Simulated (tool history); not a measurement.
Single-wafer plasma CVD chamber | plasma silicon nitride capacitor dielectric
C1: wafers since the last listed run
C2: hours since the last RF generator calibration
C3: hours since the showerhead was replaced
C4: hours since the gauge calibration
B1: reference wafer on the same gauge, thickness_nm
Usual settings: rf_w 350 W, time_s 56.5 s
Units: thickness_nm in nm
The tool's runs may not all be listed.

run 1 day=0.000 | rf_w=350 time_s=56.5 | C1=0 C2=1863.2 C3=2307.5 C4=225.9 | B1=72.164 | thickness_nm=73.118
run 2 day=0.479 | rf_w=350 time_s=56.5 | C1=303 C2=1874.7 C3=2319.0 C4=237.4 | B1=72.127 | thickness_nm=73.182
run 3 day=2.350 | rf_w=350 time_s=56.5 | C1=1184 C2=1919.6 C3=2363.9 C4=282.3 | B1=72.070 | thickness_nm=72.954
run 4 day=3.021 | rf_w=350 time_s=62.6 | C1=424 C2=1935.7 C3=2380.0 C4=298.4 | B1=72.043 | thickness_nm=80.962
run 5 day=3.412 | rf_w=350 time_s=62.6 | C1=248 C2=1945.1 C3=2389.4 C4=307.8 | B1=72.033 | thickness_nm=80.736
run 6 day=3.971 | rf_w=350 time_s=56.5 | C1=353 C2=1958.5 C3=2402.8 C4=321.2 | B1=72.013 | thickness_nm=72.988
run 7 day=4.450 | rf_w=350 time_s=47.6 | C1=303 C2=1970.0 C3=2414.3 C4=332.7 | B1=71.999 | thickness_nm=61.281
-- day=5.492 showerhead replaced
run 8 day=5.525 | rf_w=350 time_s=47.6 | C1=469 C2=1995.8 C3=0.8 C4=358.5 | B1=71.932 | thickness_nm=61.493
run 9 day=5.804 | rf_w=350 time_s=47.6 | C1=176 C2=2002.5 C3=7.5 C4=365.2 | B1=71.941 | thickness_nm=61.321
run 10 day=7.129 | rf_w=350 time_s=56.5 | C1=839 C2=2034.3 C3=39.3 C4=397.0 | B1=71.894 | thickness_nm=72.919
run 11 day=7.429 | rf_w=350 time_s=56.5 | C1=189 C2=2041.5 C3=46.5 C4=404.2 | B1=71.869 | thickness_nm=72.827
run 12 day=7.692 | rf_w=350 time_s=56.5 | C1=166 C2=2047.8 C3=52.8 C4=410.5 | B1=71.871 | thickness_nm=72.789
-- day=7.775 gauge calibrated
run 13 day=8.238 | rf_w=350 time_s=56.5 | C1=345 C2=2060.9 C3=65.9 C4=11.1 | B1=72.358 | thickness_nm=73.372
run 14 day=8.667 | rf_w=350 time_s=56.5 | C1=271 C2=2071.2 C3=76.2 C4=21.4 | B1=72.340 | thickness_nm=73.204
run 15 day=9.267 | rf_w=410 time_s=52.7 | C1=379 C2=2085.6 C3=90.6 C4=35.8 | B1=72.332 | thickness_nm=71.494
run 16 day=9.558 | rf_w=350 time_s=61.6 | C1=184 C2=2092.6 C3=97.6 C4=42.8 | B1=72.309 | thickness_nm=79.798
run 17 day=10.075 | rf_w=305 time_s=61.7 | C1=327 C2=2105.0 C3=110.0 C4=55.2 | B1=72.295 | thickness_nm=76.758
run 18 day=10.738 | rf_w=285 time_s=45.9 | C1=419 C2=2120.9 C3=125.9 C4=71.1 | B1=72.269 | thickness_nm=56.021
-- day=11.367 RF generator calibrated
run 19 day=11.379 | rf_w=375 time_s=66.8 | C1=195 C2=0.3 C3=141.3 C4=86.5 | B1=72.248 | thickness_nm=88.189
run 20 day=11.850 | rf_w=290 time_s=66.7 | C1=298 C2=11.6 C3=152.6 C4=97.8 | B1=72.200 | thickness_nm=82.064
run 21 day=12.450 | rf_w=350 time_s=56.5 | C1=379 C2=26.0 C3=167.0 C4=112.2 | B1=72.190 | thickness_nm=73.110
run 22 day=12.762 | rf_w=350 time_s=56.5 | C1=197 C2=33.5 C3=174.5 C4=119.7 | B1=72.194 | thickness_nm=73.179
run 23 day=13.292 | rf_w=285 time_s=45.9 | C1=335 C2=46.2 C3=187.2 C4=132.4 | B1=72.169 | thickness_nm=56.063
run 24 day=13.708 | rf_w=290 time_s=49.3 | C1=263 C2=56.2 C3=197.2 C4=142.4 | B1=72.153 | thickness_nm=60.534
run 25 day=14.429 | rf_w=350 time_s=56.5 | C1=456 C2=73.5 C3=214.5 C4=159.7 | B1=72.116 | thickness_nm=73.014
run 26 day=14.875 | rf_w=400 time_s=66.4 | C1=282 C2=84.2 C3=225.2 C4=170.4 | B1=72.099 | thickness_nm=89.027
run 27 day=15.612 | rf_w=295 time_s=52.2 | C1=467 C2=101.9 C3=242.9 C4=188.1 | B1=72.066 | thickness_nm=64.425
run 28 day=16.188 | rf_w=410 time_s=53.1 | C1=364 C2=115.7 C3=256.7 C4=201.9 | B1=72.058 | thickness_nm=71.928
run 29 day=16.867 | rf_w=385 time_s=60.7 | C1=430 C2=132.0 C3=273.0 C4=218.2 | B1=72.019 | thickness_nm=80.843

5 ways to go on from here, each from the tool as it stands after run 29. What would each give?
run A day=16.883 | rf_w=415 time_s=56.5 | C1=10 C2=132.4 C3=273.4 C4=218.6 | B1=? | thickness_nm=?
run B day=16.883 | rf_w=385 time_s=56.5 | C1=10 C2=132.4 C3=273.4 C4=218.6 | B1=? | thickness_nm=?
run C day=16.883 | rf_w=390 time_s=53.3 | C1=10 C2=132.4 C3=273.4 C4=218.6 | B1=? | thickness_nm=?
run D day=16.883 | rf_w=290 time_s=50.6 | C1=10 C2=132.4 C3=273.4 C4=218.6 | B1=? | thickness_nm=?
run E day=16.883 | rf_w=350 time_s=63.2 | C1=10 C2=132.4 C3=273.4 C4=218.6 | B1=? | thickness_nm=?

run=A B1=72.026 thickness_nm=76.570
run=B B1=72.026 thickness_nm=74.958
run=C B1=72.026 thickness_nm=70.971
run=D B1=72.026 thickness_nm=61.999
run=E B1=72.026 thickness_nm=81.620
Without the tool's hidden state the same runs would have given:
run=A thickness_nm=76.962
run=B thickness_nm=75.342
run=C thickness_nm=71.335
run=D thickness_nm=62.316
run=E thickness_nm=82.038

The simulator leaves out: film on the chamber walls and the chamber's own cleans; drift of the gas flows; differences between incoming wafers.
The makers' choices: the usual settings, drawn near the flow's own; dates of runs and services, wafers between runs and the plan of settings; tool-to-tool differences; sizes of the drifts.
